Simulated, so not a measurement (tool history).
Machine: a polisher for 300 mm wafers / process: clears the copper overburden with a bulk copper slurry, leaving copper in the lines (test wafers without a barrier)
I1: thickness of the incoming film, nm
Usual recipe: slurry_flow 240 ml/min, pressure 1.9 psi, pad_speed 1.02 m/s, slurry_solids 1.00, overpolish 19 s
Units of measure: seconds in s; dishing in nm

Run 1, hour 0.0: usual settings but overpolish 14 s; I1 805.6. Result: seconds 124.8 s, dishing 52.8 nm.
Run 2, hour 28.0: usual settings; I1 794.4. Result: seconds 124.3 s, dishing 62.9 nm.
Run 3, hour 40.3: usual settings; I1 804.3. Result: seconds 125.8 s, dishing 66.0 nm.
Run 4, hour 67.4: usual settings; I1 804.0. Result: seconds 129.5 s, dishing 62.4 nm.
Run 5, hour 103.0: usual settings but overpolish 26 s; I1 794.3. Result: seconds 127.4 s, dishing 70.7 nm.
At hour 113.0: worn pad replaced by a new one.
Run 6, hour 126.9: usual settings but pad_speed 1.16 m/s; I1 795.2. Result: seconds 115.3 s, dishing 67.2 nm.
Run 7, hour 160.9: usual settings but pad_speed 1.16 m/s; I1 812.0. Result: seconds 114.6 s, dishing 64.2 nm.
At hour 171.8: slurry nozzle cleaned.
Run 8, hour 179.8: usual settings; I1 804.4. Result: seconds 132.9 s, dishing 60.8 nm.
At hour 199.8: slurry blender recalibrated.
Run 9, hour 200.3: usual settings; I1 807.7. Result: seconds 128.9 s, dishing 67.6 nm.
Run 10, hour 216.2: usual settings; I1 810.1. Result: seconds 125.6 s, dishing 63.9 nm.
At hour 236.8: worn pad replaced by a new one.
Run 11, hour 250.3: usual settings; I1 808.5. Result: seconds 126.7 s, dishing 62.5 nm.
Run 12, hour 269.2: usual settings but pad_speed 1.16 m/s; I1 801.1. Result: seconds 110.7 s, dishing 68.7 nm.
Run 13, hour 299.9: usual settings; I1 802.0. Result: seconds 126.2 s, dishing 62.8 nm.
Run 14, hour 322.7: usual settings but pressure 1.5 psi, slurry_solids 0.85; I1 810.8. Result: seconds 149.6 s, dishing 56.7 nm.
Run 15, hour 336.3: usual settings but slurry_flow 310 ml/min, pad_speed 0.86 m/s, overpolish 29 s; I1 809.2. Result: seconds 146.6 s, dishing 74.3 nm.
At hour 345.1: worn pad replaced by a new one.
At hour 347.8: head pressure recalibrated.
Run 16, hour 360.1: usual settings but slurry_flow 160 ml/min; I1 807.8. Result: seconds 138.9 s, dishing 60.6 nm.
Run 17, hour 381.4: usual settings but slurry_flow 205 ml/min; I1 819.4. Result: seconds 133.9 s, dishing 61.1 nm.
Run 18, hour 405.4: usual settings but pad_speed 0.88 m/s, slurry_solids 0.85; I1 800.9. Result: seconds 150.6 s, dishing 55.8 nm.
At hour 435.1: slurry nozzle cleaned.
Run 19, hour 439.0: usual settings but slurry_flow 165 ml/min; I1 811.8. Result: seconds 137.4 s, dishing 59.8 nm.

Branching from run 19: 3 alternative next runs. What would each branch give?
Run A, hour 439.5: usual settings; I1 806.0. Result: seconds ?, dishing ?.
Run B, hour 439.5: usual settings but slurry_flow 285 ml/min, pad_speed 0.84 m/s; I1 806.0. Result: seconds ?, dishing ?.
Run C, hour 439.5: usual settings but slurry_flow 190 ml/min, pressure 1.6 psi, slurry_solids 0.90; I1 806.0. Result: seconds ?, dishing ?.

run  seconds  dishing
  A    127.4     61.7
  B    152.1     55.5
  C    147.2     55.9
Stripped of hidden state, with their random variation kept, the same runs would have yielded:
run  seconds  dishing
  A    120.5     63.7
  B    143.8     57.4
  C    139.3     57.8

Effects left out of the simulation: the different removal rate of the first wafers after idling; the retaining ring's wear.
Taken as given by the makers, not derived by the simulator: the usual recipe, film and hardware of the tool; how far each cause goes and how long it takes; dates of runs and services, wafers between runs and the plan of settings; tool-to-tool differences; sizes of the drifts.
